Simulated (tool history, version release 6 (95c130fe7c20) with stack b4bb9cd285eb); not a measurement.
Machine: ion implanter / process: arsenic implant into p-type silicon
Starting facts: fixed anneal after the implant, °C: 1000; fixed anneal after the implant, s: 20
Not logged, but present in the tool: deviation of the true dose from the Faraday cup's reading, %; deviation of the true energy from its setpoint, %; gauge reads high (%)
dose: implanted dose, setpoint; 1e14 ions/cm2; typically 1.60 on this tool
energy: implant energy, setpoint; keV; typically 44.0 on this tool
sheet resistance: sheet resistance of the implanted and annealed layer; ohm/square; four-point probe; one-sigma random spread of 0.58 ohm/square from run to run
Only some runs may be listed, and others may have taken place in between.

| run | hour | dose | energy | wafers since the last listed run | hours since the last dose calibration | hours since the extraction supply was calibrated | hours since the gauge calibration | read-back reference wafer on the same gauge, sheet resistance | sheet resistance |
|---|---|---|---|---|---|---|---|---|---|
| 1 | 0.0 | 1.60 | 44.0 | 0 | 121.9 | 4237.5 | 52.3 | 360.09 | 386.23 |
| 2 | 58.7 | 1.60 | 44.0 | 1136 | 180.6 | 4296.2 | 111.0 | 360.01 | 384.72 |
| 3 | 135.7 | 1.60 | 44.0 | 1491 | 257.6 | 4373.2 | 188.0 | 359.97 | 385.49 |
| 4 | 214.6 | 1.60 | 44.0 | 1528 | 336.5 | 4452.1 | 266.9 | 359.98 | 383.07 |
| 5 | 305.9 | 1.60 | 44.0 | 1768 | 427.8 | 4543.4 | 358.2 | 360.01 | 383.09 |
| 6 | 400.3 | 1.31 | 44.0 | 1828 | 522.2 | 4637.8 | 452.6 | 360.01 | 438.53 |
| 7 | 438.6 | 1.31 | 44.0 | 741 | 560.5 | 4676.1 | 490.9 | 359.85 | 437.59 |
|  | 547.1 | Faraday cup replaced and dose calibrated |
| 8 | 702.3 | 1.39 | 53.0 | 4952 | 155.2 | 4939.8 | 754.6 | 360.00 | 412.99 |
| 9 | 738.6 | 1.60 | 44.0 | 703 | 191.5 | 4976.1 | 790.9 | 360.07 | 386.07 |
| 10 | 836.2 | 1.60 | 44.0 | 1890 | 289.1 | 5073.7 | 888.5 | 360.10 | 385.41 |
| 11 | 929.8 | 1.60 | 44.0 | 1812 | 382.7 | 5167.3 | 982.1 | 360.13 | 385.56 |
| 12 | 970.4 | 1.60 | 44.0 | 786 | 423.3 | 5207.9 | 1022.7 | 359.96 | 385.38 |
| 13 | 1058.2 | 1.60 | 44.0 | 1700 | 511.1 | 5295.7 | 1110.5 | 359.78 | 383.59 |
| 14 | 1144.0 | 1.60 | 44.0 | 1661 | 596.9 | 5381.5 | 1196.3 | 360.04 | 383.32 |
|  | 1220.3 | Faraday cup replaced and dose calibrated |
| 15 | 1238.9 | 1.60 | 44.0 | 1682 | 18.6 | 5476.4 | 1291.2 | 360.02 | 389.30 |
| 16 | 1300.9 | 1.60 | 44.0 | 1200 | 80.6 | 5538.4 | 1353.2 | 359.81 | 388.55 |
| 17 | 1391.7 | 1.60 | 44.0 | 1758 | 171.4 | 5629.2 | 1444.0 | 360.19 | 387.40 |
| 18 | 1433.4 | 1.38 | 31.0 | 807 | 213.1 | 5670.9 | 1485.7 | 359.83 | 455.52 |
| 19 | 1519.6 | 2.03 | 48.5 | 1669 | 299.3 | 5757.1 | 1571.9 | 359.70 | 320.86 |
| 20 | 1597.2 | 1.60 | 44.0 | 1502 | 376.9 | 5834.7 | 1649.5 | 359.90 | 384.63 |
| 21 | 1654.7 | 1.93 | 44.0 | 1113 | 434.4 | 5892.2 | 1707.0 | 360.04 | 337.06 |
| 22 | 1692.1 | 1.60 | 35.0 | 724 | 471.8 | 5929.6 | 1744.4 | 360.11 | 400.60 |
| 23 | 1767.7 | 1.60 | 44.0 | 1464 | 547.4 | 6005.2 | 1820.0 | 360.13 | 384.09 |
|  | 1834.6 | Faraday cup replaced and dose calibrated |
| 24 | 1856.2 | 1.60 | 44.0 | 1559 | 21.6 | 6093.7 | 1908.5 | 359.95 | 388.83 |
| 25 | 1906.5 | 1.60 | 44.0 | 974 | 71.9 | 6144.0 | 1958.8 | 359.87 | 388.08 |
|  | 1919.4 | extraction supply calibrated |
|  | 1942.8 | gauge calibrated |
| 26 | 1972.4 | 1.15 | 44.0 | 1121 | 137.8 | 53.0 | 29.6 | 359.95 | 485.28 |
| 27 | 2019.7 | 1.88 | 58.5 | 916 | 185.1 | 100.3 | 76.9 | 360.06 | 328.00 |
| 28 | 2109.2 | 1.60 | 51.0 | 1733 | 274.6 | 189.8 | 166.4 | 359.93 | 375.90 |
| 29 | 2207.4 | 1.60 | 44.0 | 1901 | 372.8 | 288.0 | 264.6 | 360.09 | 383.45 |
| 30 | 2253.7 | 1.60 | 35.0 | 896 | 419.1 | 334.3 | 310.9 | 359.92 | 398.94 |
| 31 | 2312.0 | 1.29 | 54.5 | 1129 | 477.4 | 392.6 | 369.2 | 359.87 | 427.67 |
| 32 | 2351.0 | 1.60 | 44.0 | 755 | 516.4 | 431.6 | 408.2 | 360.09 | 384.24 |
| 33 | 2451.5 | 1.60 | 33.0 | 1946 | 616.9 | 532.1 | 508.7 | 360.18 | 401.96 |
| 34 | 2522.5 | 1.15 | 44.0 | 1375 | 687.9 | 603.1 | 579.7 | 360.04 | 481.09 |
| 35 | 2560.5 | 1.40 | 50.5 | 735 | 725.9 | 641.1 | 617.7 | 359.88 | 410.82 |
|  | 2578.8 | Faraday cup replaced and dose calibrated |
| 36 | 2651.3 | 1.85 | 56.0 | 1603 | 72.5 | 731.9 | 708.5 | 360.07 | 336.89 |

Measured less the same run without the tool's hidden state. The same run-to-run variation is in both; the gauge's scatter may not be:
| run | sheet resistance |
|---|---|
| 1 | -3.93 |
| 2 | -4.80 |
| 3 | -5.69 |
| 4 | -6.30 |
| 5 | -6.83 |
| 6 | -8.05 |
| 7 | -8.16 |
| 8 | -3.10 |
| 9 | -3.48 |
| 10 | -4.50 |
| 11 | -5.16 |
| 12 | -5.37 |
| 13 | -5.70 |
| 14 | -5.95 |
| 15 | +0.06 |
| 16 | -1.39 |
| 17 | -2.94 |
| 18 | -4.12 |
| 19 | -3.65 |
| 20 | -4.83 |
| 21 | -4.59 |
| 22 | -5.61 |
| 23 | -5.54 |
| 24 | -0.71 |
| 25 | -1.89 |
| 26 | -3.75 |
| 27 | -3.21 |
| 28 | -4.59 |
| 29 | -5.46 |
| 30 | -6.05 |
| 31 | -6.38 |
| 32 | -6.12 |
| 33 | -6.83 |
| 34 | -7.86 |
| 35 | -6.86 |
| 36 | -0.98 |
